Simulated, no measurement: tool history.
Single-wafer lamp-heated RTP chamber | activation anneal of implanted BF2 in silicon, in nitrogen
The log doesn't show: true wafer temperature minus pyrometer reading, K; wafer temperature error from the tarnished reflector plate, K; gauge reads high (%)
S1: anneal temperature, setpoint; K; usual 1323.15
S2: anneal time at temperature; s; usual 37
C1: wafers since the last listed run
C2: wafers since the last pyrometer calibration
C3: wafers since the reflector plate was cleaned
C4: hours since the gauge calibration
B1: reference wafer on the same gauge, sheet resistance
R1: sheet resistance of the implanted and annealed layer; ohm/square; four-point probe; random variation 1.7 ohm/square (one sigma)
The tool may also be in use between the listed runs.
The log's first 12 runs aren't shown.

run 13 hour=1125.2 | S1=1323.15 S2=37 | C1=855 C2=4841 C3=3297 C4=1862.3 | B1=362.99 | R1=330.20
-- hour=1390.2 pyrometer window cleaned and pyrometer calibrated
run 14 hour=1399.9 | S1=1323.15 S2=37 | C1=3554 C2=129 C3=6852 C4=2137.0 | B1=361.83 | R1=332.85
-- hour=1530.9 reflector plate cleaned
run 15 hour=1536.3 | S1=1323.15 S2=37 | C1=1711 C2=1840 C3=72 C4=2273.4 | B1=361.13 | R1=329.40
run 16 hour=1639.0 | S1=1323.15 S2=46 | C1=1368 C2=3209 C3=1440 C4=2376.1 | B1=360.67 | R1=324.38
run 17 hour=1701.6 | S1=1299.15 S2=51 | C1=834 C2=4043 C3=2275 C4=2438.7 | B1=359.86 | R1=333.81
run 18 hour=1777.4 | S1=1352.15 S2=17 | C1=1010 C2=5053 C3=3285 C4=2514.5 | B1=359.65 | R1=331.48
run 19 hour=1842.6 | S1=1300.15 S2=55 | C1=868 C2=5922 C3=4154 C4=2579.7 | B1=358.46 | R1=331.60
-- hour=1986.7 pyrometer window cleaned and pyrometer calibrated
run 20 hour=2146.6 | S1=1323.15 S2=22 | C1=3945 C2=2131 C3=8099 C4=2883.7 | B1=356.47 | R1=334.79
-- hour=2197.8 reflector plate cleaned
-- hour=2358.5 gauge calibrated
run 21 hour=2457.8 | S1=1352.15 S2=57 | C1=4041 C2=6172 C3=3465 C4=99.3 | B1=364.90 | R1=322.26
run 22 hour=2504.1 | S1=1323.15 S2=37 | C1=617 C2=6789 C3=4082 C4=145.6 | B1=364.71 | R1=333.08
run 23 hour=2548.9 | S1=1323.15 S2=37 | C1=597 C2=7386 C3=4679 C4=190.4 | B1=364.62 | R1=334.00
-- hour=2586.4 pyrometer window cleaned and pyrometer calibrated
run 24 hour=2586.9 | S1=1323.15 S2=37 | C1=399 C2=6 C3=5079 C4=228.4 | B1=364.66 | R1=332.21
run 25 hour=2656.2 | S1=1323.15 S2=37 | C1=923 C2=930 C3=6003 C4=297.7 | B1=365.29 | R1=329.26
run 26 hour=2708.0 | S1=1339.15 S2=46 | C1=690 C2=1620 C3=6693 C4=349.5 | B1=364.18 | R1=322.36
-- hour=2731.5 reflector plate cleaned
run 27 hour=2760.9 | S1=1315.15 S2=37 | C1=598 C2=2219 C3=392 C4=402.4 | B1=364.64 | R1=334.93
run 28 hour=2807.4 | S1=1349.15 S2=37 | C1=619 C2=2839 C3=1011 C4=448.9 | B1=363.94 | R1=325.23
run 29 hour=2889.4 | S1=1323.15 S2=37 | C1=1092 C2=3931 C3=2104 C4=530.9 | B1=364.02 | R1=328.55
run 30 hour=3070.1 | S1=1323.15 S2=18 | C1=2408 C2=6340 C3=4513 C4=711.6 | B1=364.43 | R1=346.10

Forecast each of these 4 alternatives for the next run:
run A hour=3070.5 | S1=1323.15 S2=37 | C1=5 C2=6345 C3=4518 C4=712.0 | B1=? | R1=?
run B hour=3070.5 | S1=1298.15 S2=50 | C1=5 C2=6345 C3=4518 C4=712.0 | B1=? | R1=?
run C hour=3070.5 | S1=1295.15 S2=50 | C1=5 C2=6345 C3=4518 C4=712.0 | B1=? | R1=?
run D hour=3070.5 | S1=1297.15 S2=57 | C1=5 C2=6345 C3=4518 C4=712.0 | B1=? | R1=?

run=A B1=364.66 R1=329.97
run=B B1=364.66 R1=338.85
run=C B1=364.66 R1=340.82
run=D B1=364.66 R1=336.25
Without the tool's hidden state the same runs would have given:
run=A R1=331.80
run=B R1=340.73
run=C R1=342.71
run=D R1=338.11

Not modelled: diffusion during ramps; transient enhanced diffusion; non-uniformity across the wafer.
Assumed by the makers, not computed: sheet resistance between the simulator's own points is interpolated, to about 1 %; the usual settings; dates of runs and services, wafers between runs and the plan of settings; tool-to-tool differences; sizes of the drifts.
